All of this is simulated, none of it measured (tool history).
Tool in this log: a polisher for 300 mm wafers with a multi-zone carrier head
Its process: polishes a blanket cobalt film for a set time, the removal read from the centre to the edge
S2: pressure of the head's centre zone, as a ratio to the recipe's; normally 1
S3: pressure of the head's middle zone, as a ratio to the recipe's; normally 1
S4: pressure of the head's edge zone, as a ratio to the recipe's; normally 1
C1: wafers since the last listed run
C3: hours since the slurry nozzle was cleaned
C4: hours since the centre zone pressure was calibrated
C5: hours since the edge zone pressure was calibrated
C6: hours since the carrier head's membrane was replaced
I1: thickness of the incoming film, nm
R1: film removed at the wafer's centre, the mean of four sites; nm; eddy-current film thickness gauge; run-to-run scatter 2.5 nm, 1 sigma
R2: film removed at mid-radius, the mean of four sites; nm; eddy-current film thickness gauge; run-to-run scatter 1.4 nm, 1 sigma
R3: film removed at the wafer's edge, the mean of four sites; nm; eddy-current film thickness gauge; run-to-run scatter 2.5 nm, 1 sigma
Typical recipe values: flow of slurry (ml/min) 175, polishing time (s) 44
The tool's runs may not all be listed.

Run 1, day 0: usual settings but polishing time (s) 51; C1 0; wafers polished on this pad 506; C3 674; C4 950.1; C5 112.9; C6 945.9; I1 881.7. Result: R1 229.3 nm, R2 240.3 nm, R3 230.5 nm.
At day 0.246: slurry nozzle cleaned.
Run 2, day 0.546: usual settings but flow of slurry (ml/min) 155, S2 1.08; C1 159; wafers polished on this pad 665; C3 7.2; C4 963.2; C5 126; C6 959; I1 882.8. Result: R1 214.4 nm, R2 198.3 nm, R3 192.7 nm.
Run 3, day 1.721: usual settings; C1 370; wafers polished on this pad 1036; C3 35.4; C4 991.4; C5 154.2; C6 987.2; I1 876.4. Result: R1 192.9 nm, R2 199.2 nm, R3 197.2 nm.
At day 2.304: centre zone pressure recalibrated.
Run 4, day 3.175: usual settings; C1 432; wafers polished on this pad 1469; C3 70.3; C4 20.9; C5 189.1; C6 1022.1; I1 878.1. Result: R1 190.1 nm, R2 196.3 nm, R3 187.4 nm.
Run 5, day 3.888: usual settings but flow of slurry (ml/min) 210, S3 0.89; C1 224; wafers polished on this pad 1693; C3 87.4; C4 38; C5 206.2; C6 1039.2; I1 869.7. Result: R1 192.2 nm, R2 181.5 nm, R3 188.4 nm.
Run 6, day 4.579: usual settings but flow of slurry (ml/min) 220, S3 0.89; C1 218; wafers polished on this pad 1912; C3 104; C4 54.6; C5 222.8; C6 1055.8; I1 875.6. Result: R1 199.5 nm, R2 179.6 nm, R3 186.5 nm.
Run 7, day 5.588: usual settings but S3 1.11, polishing time (s) 35; C1 318; wafers polished on this pad 2230; C3 128.2; C4 78.8; C5 247; C6 1080; I1 892.4. Result: R1 146 nm, R2 163.1 nm, R3 143 nm.
Run 8, day 6.433: usual settings; C1 266; wafers polished on this pad 2497; C3 148.5; C4 99.1; C5 267.3; C6 1100.3; I1 877.3. Result: R1 183 nm, R2 184.8 nm, R3 175.4 nm.
At day 7.375: carrier head's membrane replaced by a new one.
Run 9, day 7.679: usual settings but S2 1.11, S4 0.91; C1 327; wafers polished on this pad 2824; C3 178.4; C4 129; C5 297.2; C6 7.3; I1 884.4. Result: R1 196.8 nm, R2 182.8 nm, R3 169.2 nm.
At day 8: worn pad replaced by a new one.
Run 10, day 8.321: usual settings; C1 149; wafers polished on this pad 101; C3 193.8; C4 144.4; C5 312.6; C6 22.7; I1 882.9. Result: R1 200.8 nm, R2 208.7 nm, R3 203.2 nm.
Run 11, day 9.046: usual settings but flow of slurry (ml/min) 130, S3 0.89, polishing time (s) 56; C1 228; wafers polished on this pad 330; C3 211.2; C4 161.8; C5 330; C6 40.1; I1 883.5. Result: R1 238.6 nm, R2 224.3 nm, R3 245.6 nm.
Run 12, day 10.425: usual settings but S2 0.96, S3 0.93, S4 1.11, polishing time (s) 34; C1 435; wafers polished on this pad 765; C3 244.3; C4 194.9; C5 363.1; C6 73.2; I1 886.1. Result: R1 143.7 nm, R2 147.4 nm, R3 157.5 nm.
Run 13, day 11.638: usual settings but flow of slurry (ml/min) 210, S2 1.04, S3 1.08, S4 1.07; C1 382; wafers polished on this pad 1147; C3 273.4; C4 224; C5 392.2; C6 102.3; I1 883.2. Result: R1 207.6 nm, R2 217.2 nm, R3 204.8 nm.
Run 14, day 13.042: usual settings but flow of slurry (ml/min) 115, S2 0.9, polishing time (s) 35; C1 443; wafers polished on this pad 1590; C3 307.1; C4 257.7; C5 425.9; C6 136; I1 887.1. Result: R1 121.6 nm, R2 141.5 nm, R3 138.3 nm.
Run 15, day 13.688: usual settings; C1 203; wafers polished on this pad 1794; C3 322.6; C4 273.2; C5 441.4; C6 151.5; I1 890.1. Result: R1 187.9 nm, R2 193.4 nm, R3 191.4 nm.
Run 16, day 14.346: usual settings but flow of slurry (ml/min) 140, S3 0.88, S4 0.93, polishing time (s) 32; C1 207; wafers polished on this pad 2002; C3 338.4; C4 289; C5 457.2; C6 167.3; I1 880.9. Result: R1 130.2 nm, R2 120 nm, R3 126.9 nm.
Run 17, day 15.712: usual settings but polishing time (s) 56; C1 431; wafers polished on this pad 2433; C3 371.2; C4 321.8; C5 490; C6 200.1; I1 875.9. Result: R1 232.6 nm, R2 238.1 nm, R3 232.9 nm.
At day 16.317: worn pad replaced by a new one.
Run 18, day 16.338: usual settings but S2 0.89; C1 144; wafers polished on this pad 5; C3 386.2; C4 336.8; C5 505; C6 215.1; I1 868.3. Result: R1 184 nm, R2 209.5 nm, R3 205.3 nm.
Run 19, day 17.6: usual settings but S2 0.91, S4 0.91, polishing time (s) 34; C1 398; wafers polished on this pad 404; C3 416.5; C4 367.1; C5 535.3; C6 245.4; I1 874. Result: R1 143.2 nm, R2 159.5 nm, R3 148 nm.
Run 20, day 18.679: usual settings but flow of slurry (ml/min) 135, S2 0.89, S4 1.04; C1 340; wafers polished on this pad 744; C3 442.4; C4 393; C5 561.2; C6 271.3; I1 892.6. Result: R1 168.3 nm, R2 194.9 nm, R3 197.1 nm.
Run 21, day 19.533: usual settings but flow of slurry (ml/min) 150, S2 0.88, polishing time (s) 49; C1 269; wafers polished on this pad 1014; C3 462.9; C4 413.5; C5 581.7; C6 291.8; I1 893.9. Result: R1 188.6 nm, R2 218.4 nm, R3 210.8 nm.
Run 22, day 20.471: usual settings but S2 0.96, S3 1.11; C1 295; wafers polished on this pad 1310; C3 485.4; C4 436; C5 604.2; C6 314.3; I1 884.8. Result: R1 189.4 nm, R2 217.7 nm, R3 198 nm.
Run 23, day 21.212: usual settings but flow of slurry (ml/min) 210, S3 1.12, S4 1.11, polishing time (s) 31; C1 234; wafers polished on this pad 1544; C3 503.2; C4 453.8; C5 622; C6 332.1; I1 880. Result: R1 139.3 nm, R2 156.3 nm, R3 142.7 nm.

3 ways to go on from here, each from the tool as it stands after run 23. What would each give?
Run A, day 21.229: usual settings but S4 1.09; C1 5; wafers polished on this pad 1549; C3 503.6; C4 454.2; C5 622.4; C6 332.5; I1 880.4. Result: R1 ?, R2 ?, R3 ?.
Run B, day 21.229: usual settings but polishing time (s) 30; C1 5; wafers polished on this pad 1549; C3 503.6; C4 454.2; C5 622.4; C6 332.5; I1 880.4. Result: R1 ?, R2 ?, R3 ?.
Run C, day 21.229: usual settings but flow of slurry (ml/min) 145, polishing time (s) 31; C1 5; wafers polished on this pad 1549; C3 503.6; C4 454.2; C5 622.4; C6 332.5; I1 880.4. Result: R1 ?, R2 ?, R3 ?.

run     R1     R2     R3
  A    188  197.7  201.1
  B  128.2  134.8  131.4
  C  127.4  134.6  132.5
Stripped of hidden state, with their random variation kept, the same runs would have yielded:
run     R1     R2     R3
  A  201.7  212.1  215.8
  B  137.5  144.6    141
  C  136.7  144.4  142.2

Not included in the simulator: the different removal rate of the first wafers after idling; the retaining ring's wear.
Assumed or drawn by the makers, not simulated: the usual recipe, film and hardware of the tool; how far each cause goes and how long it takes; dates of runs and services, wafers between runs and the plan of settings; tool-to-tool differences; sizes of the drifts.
